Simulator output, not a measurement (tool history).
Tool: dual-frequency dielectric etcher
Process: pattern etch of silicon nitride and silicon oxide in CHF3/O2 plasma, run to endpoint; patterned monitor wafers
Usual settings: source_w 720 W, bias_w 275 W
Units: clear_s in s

run	hour	source_w	bias_w	wafers since the last listed run	hours since the last wet clean	hours since the last source power generator calibration	hours since the last bias power generator calibration	hours since the last upper electrode change	incoming incoming film thickness, nm	clear_s
1	0.0	620	302	0	519.2	1221.6	1197.0	1836.8	209.3	106.4
2	51.8	810	246	353	571.0	1273.4	1248.8	1888.6	208.6	110.7
# hour 104.8: wet clean of the chamber
3	111.6	810	246	244	6.8	1333.2	1308.6	1948.4	211.6	113.6
4	170.2	810	246	399	65.4	1391.8	1367.2	2007.0	209.0	112.2
5	385.1	720	275	1466	280.3	1606.7	1582.1	2221.9	206.4	106.4
6	482.0	720	317	661	377.2	1703.6	1679.0	2318.8	209.2	99.8
7	563.4	720	317	555	458.6	1785.0	1760.4	2400.2	207.5	98.8
8	624.7	720	317	418	519.9	1846.3	1821.7	2461.5	208.7	100.7
9	678.5	860	275	367	573.7	1900.1	1875.5	2515.3	210.2	104.9
# hour 714.6: wet clean of the chamber
10	719.2	860	275	113	4.6	1940.8	1916.2	2556.0	208.7	102.1
11	825.7	850	317	726	111.1	2047.3	2022.7	2662.5	209.9	94.5
12	924.6	850	317	674	210.0	2146.2	2121.6	2761.4	208.5	93.5
13	961.7	850	317	253	247.1	2183.3	2158.7	2798.5	209.5	95.9
# hour 1059.5: bias power generator calibrated
14	1060.5	720	260	646	345.9	2282.1	1.0	2897.3	206.1	113.0
15	1214.3	810	275	1049	499.7	2435.9	154.8	3051.1	209.0	104.7
16	1282.8	660	315	467	568.2	2504.4	223.3	3119.6	207.6	103.2
# hour 1358.1: wet clean of the chamber
17	1384.3	810	246	528	26.2	2605.9	324.8	3221.1	207.9	112.2
18	1471.0	720	275	591	112.9	2692.6	411.5	3307.8	208.5	109.3
# hour 1585.8: source power generator calibrated
19	1658.9	830	275	1255	300.8	73.1	599.4	3495.7	209.2	105.3
20	1697.3	770	253	262	339.2	111.5	637.8	3534.1	207.3	110.7
21	1784.4	720	275	594	426.3	198.6	724.9	3621.2	208.9	109.3
22	1839.9	860	247	378	481.8	254.1	780.4	3676.7	205.9	109.6
23	1940.5	590	334	686	582.4	354.7	881.0	3777.3	209.6	102.9
24	2003.5	620	302	429	645.4	417.7	944.0	3840.3	209.0	107.1
# hour 2047.1: wet clean of the chamber
25	2081.5	650	275	368	34.4	495.7	1022.0	3918.3	206.9	111.9
# hour 2170.6: upper electrode replaced
26	2171.1	720	275	447	124.0	585.3	1111.6	0.5	207.0	106.9
27	2263.2	720	337	628	216.1	677.4	1203.7	92.6	208.4	96.5
28	2307.2	770	218	300	260.1	721.4	1247.7	136.6	209.5	124.1
29	2358.4	650	255	349	311.3	772.6	1298.9	187.8	208.5	116.9
30	2448.3	820	219	613	401.2	862.5	1388.8	277.7	207.6	117.6
31	2487.3	720	240	266	440.2	901.5	1427.8	316.7	208.6	115.6
# hour 2676.1: wet clean of the chamber
32	2676.6	600	337	1128	0.5	1090.8	1617.1	506.0	206.7	99.9
33	2740.9	840	275	438	64.8	1155.1	1681.4	570.3	208.3	102.6
34	2812.1	720	275	485	136.0	1226.3	1752.6	641.5	210.2	110.7

The tool's hidden state at each run:
etch rate over this chamber's usual, %: 0 in every run
source power that arrives over what is set, %: 0 in every run
H1: bias power that arrives over what is set, %
run	H1
1	2.47
2	2.59
3	2.72
4	2.85
5	3.33
6	3.54
7	3.72
8	3.85
9	3.97
10	4.06
11	4.3
12	4.52
13	4.6
14	-0.0101
15	0.33
16	0.481
17	0.705
18	0.897
19	1.31
20	1.4
21	1.59
22	1.71
23	1.93
24	2.07
25	2.25
26	2.44
27	2.65
28	2.74
29	2.86
30	3.06
31	3.14
32	3.56
33	3.7
34	3.86
